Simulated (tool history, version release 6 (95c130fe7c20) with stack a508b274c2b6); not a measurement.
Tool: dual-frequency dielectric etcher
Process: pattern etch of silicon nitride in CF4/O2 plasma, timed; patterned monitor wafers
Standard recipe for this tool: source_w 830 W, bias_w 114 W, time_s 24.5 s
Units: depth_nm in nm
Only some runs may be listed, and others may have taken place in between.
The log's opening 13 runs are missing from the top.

run	hour	source_w	bias_w	time_s	read-back reference wafer on the same gauge, depth_nm	depth_nm
14	281.9	830	88	24.5	68.5	56.4
15	299.5	920	87	24.5	68.4	61.2
16	328.3	830	114	24.5	68.5	62
17	347.7	830	139	29	68.5	80.4
18	365.7	830	139	24.5	68.5	67.8
19	386.8	900	136	21.5	68.4	62
# hour 404.7: bias power generator calibrated
# hour 425: wet clean of the chamber
20	425.5	710	114	24.5	68.6	56.1
21	440.5	830	114	29	68.5	74
22	470	920	114	17	68.5	47
23	548	710	114	24.5	68.6	56.7
24	561.3	930	140	24.5	68.5	73.3
25	583.6	830	114	24.5	68.5	63.3
26	618.1	830	114	24.5	68.5	62.9
27	653.8	830	114	24.5	68.5	62.5
28	678.8	830	114	24.5	68.6	62.5
29	702	980	114	24.5	68.5	70.9
30	732.1	830	114	24.5	68.5	63.1
31	750.1	1020	125	17	68.5	52

Alternative continuations, all from the tool just after run 31; predict every row:
A	750.5	830	114	24.5	?	?
B	750.5	830	134	21	?	?
C	750.5	830	137	30	?	?

run	read-back reference wafer on the same gauge, depth_nm	depth_nm
A	68.5	62.7
B	68.5	57.3
C	68.5	82.6
With no hidden state in the tool, these same runs would have given:
run	depth_nm
A	62.7
B	57.3
C	82.6

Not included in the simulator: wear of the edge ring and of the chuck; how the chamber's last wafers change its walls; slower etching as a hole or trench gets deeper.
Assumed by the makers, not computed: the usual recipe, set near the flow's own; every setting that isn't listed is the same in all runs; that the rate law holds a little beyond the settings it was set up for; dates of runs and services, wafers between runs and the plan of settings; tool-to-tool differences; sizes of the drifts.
